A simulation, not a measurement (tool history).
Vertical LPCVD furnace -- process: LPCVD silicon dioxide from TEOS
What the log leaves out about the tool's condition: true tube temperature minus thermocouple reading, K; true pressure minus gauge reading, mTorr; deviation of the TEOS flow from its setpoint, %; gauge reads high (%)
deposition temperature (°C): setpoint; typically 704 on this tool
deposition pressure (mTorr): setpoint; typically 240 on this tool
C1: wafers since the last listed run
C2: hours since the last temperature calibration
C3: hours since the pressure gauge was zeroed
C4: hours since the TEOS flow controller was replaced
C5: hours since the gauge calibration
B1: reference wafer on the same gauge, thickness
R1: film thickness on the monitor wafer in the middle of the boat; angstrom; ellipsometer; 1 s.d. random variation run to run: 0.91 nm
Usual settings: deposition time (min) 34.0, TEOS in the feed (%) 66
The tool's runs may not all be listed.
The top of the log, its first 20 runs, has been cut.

{"run": 21, "day": 43.017, "deposition temperature (°C)": 704, "deposition pressure (mTorr)": 195, "deposition time (min)": 34.0, "TEOS in the feed (%)": 55, "C1": 694, "C2": 381.8, "C3": 221.7, "C4": 6425.4, "C5": 292.7, "B1": 226.04, "R1": 2074.3}
{"day": 45.633, "done": "TEOS flow controller replaced"}
{"run": 22, "day": 45.654, "deposition temperature (°C)": 704, "deposition pressure (mTorr)": 240, "deposition time (min)": 34.0, "TEOS in the feed (%)": 66, "C1": 701, "C2": 445.1, "C3": 285.0, "C4": 0.5, "C5": 356.0, "B1": 225.59, "R1": 2516.6}
{"run": 23, "day": 46.238, "deposition temperature (°C)": 704, "deposition pressure (mTorr)": 210, "deposition time (min)": 41.0, "TEOS in the feed (%)": 59, "C1": 249, "C2": 459.1, "C3": 299.0, "C4": 14.5, "C5": 370.0, "B1": 225.39, "R1": 2691.8}
{"run": 24, "day": 48.533, "deposition temperature (°C)": 704, "deposition pressure (mTorr)": 240, "deposition time (min)": 34.0, "TEOS in the feed (%)": 66, "C1": 983, "C2": 514.2, "C3": 354.1, "C4": 69.6, "C5": 425.1, "B1": 225.66, "R1": 2518.2}
{"run": 25, "day": 49.917, "deposition temperature (°C)": 704, "deposition pressure (mTorr)": 240, "deposition time (min)": 34.0, "TEOS in the feed (%)": 66, "C1": 592, "C2": 547.4, "C3": 387.3, "C4": 102.8, "C5": 458.3, "B1": 226.05, "R1": 2518.4}
{"run": 26, "day": 52.746, "deposition temperature (°C)": 704, "deposition pressure (mTorr)": 240, "deposition time (min)": 34.0, "TEOS in the feed (%)": 66, "C1": 1211, "C2": 615.3, "C3": 455.2, "C4": 170.7, "C5": 526.2, "B1": 226.13, "R1": 2539.4}
{"run": 27, "day": 54.121, "deposition temperature (°C)": 693, "deposition pressure (mTorr)": 240, "deposition time (min)": 34.0, "TEOS in the feed (%)": 57, "C1": 588, "C2": 648.3, "C3": 488.2, "C4": 203.7, "C5": 559.2, "B1": 225.98, "R1": 1812.5}
{"run": 28, "day": 55.7, "deposition temperature (°C)": 704, "deposition pressure (mTorr)": 240, "deposition time (min)": 34.0, "TEOS in the feed (%)": 66, "C1": 676, "C2": 686.2, "C3": 526.1, "C4": 241.6, "C5": 597.1, "B1": 225.96, "R1": 2526.0}
{"run": 29, "day": 57.158, "deposition temperature (°C)": 707, "deposition pressure (mTorr)": 215, "deposition time (min)": 39.0, "TEOS in the feed (%)": 62, "C1": 624, "C2": 721.2, "C3": 561.1, "C4": 276.6, "C5": 632.1, "B1": 225.89, "R1": 2863.2}

Run 30 has not been measured yet. What should we expect?
{"run": 30, "day": 58.242, "deposition temperature (°C)": 704, "deposition pressure (mTorr)": 240, "deposition time (min)": 26.5, "TEOS in the feed (%)": 66, "C1": 464, "C2": 747.2, "C3": 587.1, "C4": 302.6, "C5": 658.1, "B1": "?", "R1": "?"}

B1: 225.80
R1: 1972.0 angstrom
Were there no unlogged condition in the tool, this run, its random variation unchanged, would have produced R1 1963.5 angstrom.
